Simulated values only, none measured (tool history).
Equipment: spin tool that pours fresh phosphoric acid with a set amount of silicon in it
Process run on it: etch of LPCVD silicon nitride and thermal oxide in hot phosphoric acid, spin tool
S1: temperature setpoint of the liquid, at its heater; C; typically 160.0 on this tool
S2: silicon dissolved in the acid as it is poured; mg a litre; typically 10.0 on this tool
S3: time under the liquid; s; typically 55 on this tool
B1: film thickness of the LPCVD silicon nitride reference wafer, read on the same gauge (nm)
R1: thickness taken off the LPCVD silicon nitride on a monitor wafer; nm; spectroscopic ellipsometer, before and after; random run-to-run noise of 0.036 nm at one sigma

{"run": 1, "hour": 0.0, "S1": 160.0, "S2": 10.0, "S3": 55, "B1": 50.007, "R1": 4.573}
{"run": 2, "hour": 33.1, "S1": 160.0, "S2": 10.0, "S3": 55, "B1": 49.986, "R1": 4.567}
{"run": 3, "hour": 62.8, "S1": 160.0, "S2": 10.0, "S3": 55, "B1": 50.03, "R1": 4.701}
{"run": 4, "hour": 120.7, "S1": 159.5, "S2": 10.0, "S3": 55, "B1": 50.013, "R1": 4.572}
{"run": 5, "hour": 287.3, "S1": 160.0, "S2": 10.0, "S3": 65, "B1": 49.998, "R1": 5.588}
{"hour": 343.5, "done": "dissolved silicon flow meter replaced"}
{"run": 6, "hour": 357.3, "S1": 160.0, "S2": 10.0, "S3": 65, "B1": 50.021, "R1": 5.554}
{"run": 7, "hour": 405.3, "S1": 160.0, "S2": 5.0, "S3": 55, "B1": 50.008, "R1": 4.746}
{"run": 8, "hour": 463.2, "S1": 160.0, "S2": 10.0, "S3": 55, "B1": 50.015, "R1": 4.71}
{"run": 9, "hour": 516.2, "S1": 160.0, "S2": 10.0, "S3": 55, "B1": 50.014, "R1": 4.792}
{"hour": 529.1, "done": "heated supply line repaired"}
{"run": 10, "hour": 576.6, "S1": 160.0, "S2": 10.0, "S3": 35, "B1": 49.996, "R1": 3.025}
{"run": 11, "hour": 645.8, "S1": 159.0, "S2": 10.0, "S3": 55, "B1": 50.02, "R1": 4.642}
{"hour": 666.3, "done": "gauge calibrated"}
{"run": 12, "hour": 710.0, "S1": 160.0, "S2": 10.0, "S3": 55, "B1": 49.988, "R1": 4.819}
{"run": 13, "hour": 735.9, "S1": 157.0, "S2": 16.0, "S3": 75, "B1": 49.998, "R1": 5.918}
{"run": 14, "hour": 784.1, "S1": 160.0, "S2": 16.5, "S3": 55, "B1": 50.015, "R1": 4.804}
{"hour": 841.5, "done": "thermometer replaced"}
{"run": 15, "hour": 856.0, "S1": 160.0, "S2": 10.0, "S3": 55, "B1": 50.006, "R1": 4.463}
{"hour": 857.4, "done": "dissolved silicon flow meter replaced"}
{"run": 16, "hour": 915.9, "S1": 161.5, "S2": 3.0, "S3": 55, "B1": 50.007, "R1": 4.736}
{"run": 17, "hour": 971.8, "S1": 161.0, "S2": 10.0, "S3": 70, "B1": 49.993, "R1": 5.909}
{"run": 18, "hour": 1010.4, "S1": 160.0, "S2": 10.0, "S3": 55, "B1": 50.009, "R1": 4.481}
{"run": 19, "hour": 1065.9, "S1": 160.0, "S2": 10.0, "S3": 55, "B1": 50.036, "R1": 4.489}
{"run": 20, "hour": 1100.3, "S1": 157.5, "S2": 10.0, "S3": 75, "B1": 50.011, "R1": 5.682}
{"run": 21, "hour": 1156.5, "S1": 161.0, "S2": 17.5, "S3": 55, "B1": 49.998, "R1": 4.639}
{"run": 22, "hour": 1188.8, "S1": 158.0, "S2": 15.0, "S3": 20, "B1": 50.017, "R1": 1.529}

Consider 4 possible next runs. They are alternatives, not a sequence: every one starts from the tool as it was left by run 22. What does each give?
{"run": "A", "hour": 1189.2, "S1": 160.0, "S2": 10.0, "S3": 55, "B1": "?", "R1": "?"}
{"run": "B", "hour": 1189.2, "S1": 158.0, "S2": 10.0, "S3": 55, "B1": "?", "R1": "?"}
{"run": "C", "hour": 1189.2, "S1": 160.0, "S2": 14.0, "S3": 90, "B1": "?", "R1": "?"}
{"run": "D", "hour": 1189.2, "S1": 157.5, "S2": 7.5, "S3": 70, "B1": "?", "R1": "?"}

run=A B1=49.983 R1=4.488
run=B B1=49.983 R1=4.196
run=C B1=49.983 R1=7.344
run=D B1=49.983 R1=5.251
Take away the tool's hidden state, keep each run's random variation, and the runs would have read:
run=A R1=4.400
run=B R1=4.113
run=C R1=7.200
run=D R1=5.147

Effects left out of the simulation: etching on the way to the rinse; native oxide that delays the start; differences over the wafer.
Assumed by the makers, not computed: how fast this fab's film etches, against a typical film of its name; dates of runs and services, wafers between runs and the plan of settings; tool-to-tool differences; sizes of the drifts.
